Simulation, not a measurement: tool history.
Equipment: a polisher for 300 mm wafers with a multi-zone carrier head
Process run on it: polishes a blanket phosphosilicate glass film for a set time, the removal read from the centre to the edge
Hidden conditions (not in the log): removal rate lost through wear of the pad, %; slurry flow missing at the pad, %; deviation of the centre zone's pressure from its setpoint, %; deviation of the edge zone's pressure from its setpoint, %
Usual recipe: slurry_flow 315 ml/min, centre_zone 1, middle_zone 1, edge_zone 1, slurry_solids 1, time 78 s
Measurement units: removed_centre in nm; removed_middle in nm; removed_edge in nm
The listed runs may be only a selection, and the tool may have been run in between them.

run	hour	slurry_flow	centre_zone	middle_zone	edge_zone	slurry_solids	time	wafers since the last listed run	wafers polished on this pad	hours since the slurry nozzle was cleaned	hours since the centre zone pressure was calibrated	hours since the edge zone pressure was calibrated	hours since the carrier head's membrane was replaced	incoming thickness of the incoming film, nm	removed_centre	removed_middle	removed_edge
1	0	315	1.07	1	1	0.85	78	0	1560	198	216	49.6	279.2	2868.6	666.1	596.6	607.8
2	102.5	315	1	1	1	1	89	1179	2739	300.5	318.5	152.1	381.7	2924.6	734.1	673.9	703.9
# hour 118.8: worn pad replaced by a new one
3	119.3	350	1	0.89	1	0.85	60	147	6	317.3	335.3	168.9	398.5	2961.1	483.2	423.3	477.4
4	130.2	315	1	1	1	1	78	125	131	328.2	346.2	179.8	409.4	2929.9	666	618.5	642.7
5	161.8	315	1	1	1	1	78	363	495	359.8	377.8	211.4	441	2876.6	657.9	638.3	639.6
6	181	370	1.06	0.96	1	0.8	78	220	716	379	397	230.6	460.2	2950.4	670.5	597.7	609.8
7	209.2	285	1	1.04	1	1.25	102	324	1040	407.2	425.2	258.8	488.4	2897.7	900.8	918.1	877.7
8	223.1	280	1.06	0.88	1	1.1	78	159	1200	421.1	439.1	272.7	502.3	2917.5	703.2	581.1	655
9	258.2	285	1	1.1	1	1	94	403	1604	456.2	474.2	307.8	537.4	2932.7	788.2	815.4	761
10	276.3	315	0.89	1	1	1	78	208	1812	474.3	492.3	325.9	555.5	2908.4	584.9	617.1	631.1
11	302.5	315	1	1	0.88	1	78	301	2113	500.5	518.5	352.1	581.7	2892.1	646.1	620.8	598.9
12	320.7	275	1	1	0.9	0.8	58	209	2323	518.7	536.7	370.3	599.9	2913.2	439.7	423.1	421.4
13	343.2	315	1	1	1	1	78	258	2582	541.2	559.2	392.8	622.4	2896.7	646.9	610.5	618.1
# hour 364.5: slurry nozzle cleaned
14	365.6	260	0.96	1	1	0.85	78	246	2828	1.1	581.6	415.2	644.8	2880.1	566.4	569.4	586.1
15	382.2	405	1.08	1	1	0.8	78	190	3019	17.7	598.2	431.8	661.4	2877.9	650.5	588.5	584.3
# hour 399.7: worn pad replaced by a new one
16	400.2	315	0.94	1.05	0.93	1	78	161	5	35.7	616.2	449.8	679.4	2949.1	610.4	652	626.5
17	430.8	315	1	1	1	1	78	352	357	66.3	646.8	480.4	710	2888.6	663.3	641	641.9
18	447.2	315	1	1	1.07	1	78	188	545	82.7	663.2	496.8	726.4	2924.6	644.8	631.2	661
19	477	315	1	1	1.04	1	86	342	888	112.5	693	526.6	756.2	2919.4	729.9	687.5	719.3
20	502.7	315	1	1	1	1	78	295	1184	138.2	718.7	552.3	781.9	2924.7	632.3	620.3	637.9
21	537	315	1	1	1	1	78	394	1579	172.5	753	586.6	816.2	2928.3	645.5	623.1	629.6

Below are 5 alternative next runs, each starting from the tool's condition after run 21. Predict each:
A	537.4	315	1	1	1	1	78	4	1583	172.9	753.4	587	816.6	2965.9	?	?	?
B	537.4	210	1	1	1	1	78	4	1583	172.9	753.4	587	816.6	2965.9	?	?	?
C	537.4	315	1	1	1	0.85	78	4	1583	172.9	753.4	587	816.6	2965.9	?	?	?
D	537.4	420	1	0.89	1.09	1	78	4	1583	172.9	753.4	587	816.6	2965.9	?	?	?
E	537.4	255	1.03	1.08	1	1	78	4	1583	172.9	753.4	587	816.6	2965.9	?	?	?

run	removed_centre	removed_middle	removed_edge
A	648.9	628.4	633.5
B	612.7	596.6	609.3
C	621.6	602	606.9
D	666.1	584.1	669.1
E	651.4	654.8	621.5
The same runs, with their run-to-run variation unchanged, on a tool lacking any hidden condition would have given:
run	removed_centre	removed_middle	removed_edge
A	663	642.1	647.4
B	626	609.6	622.6
C	635.2	615.1	620.2
D	680.6	596.9	683.7
E	665.6	669.1	635
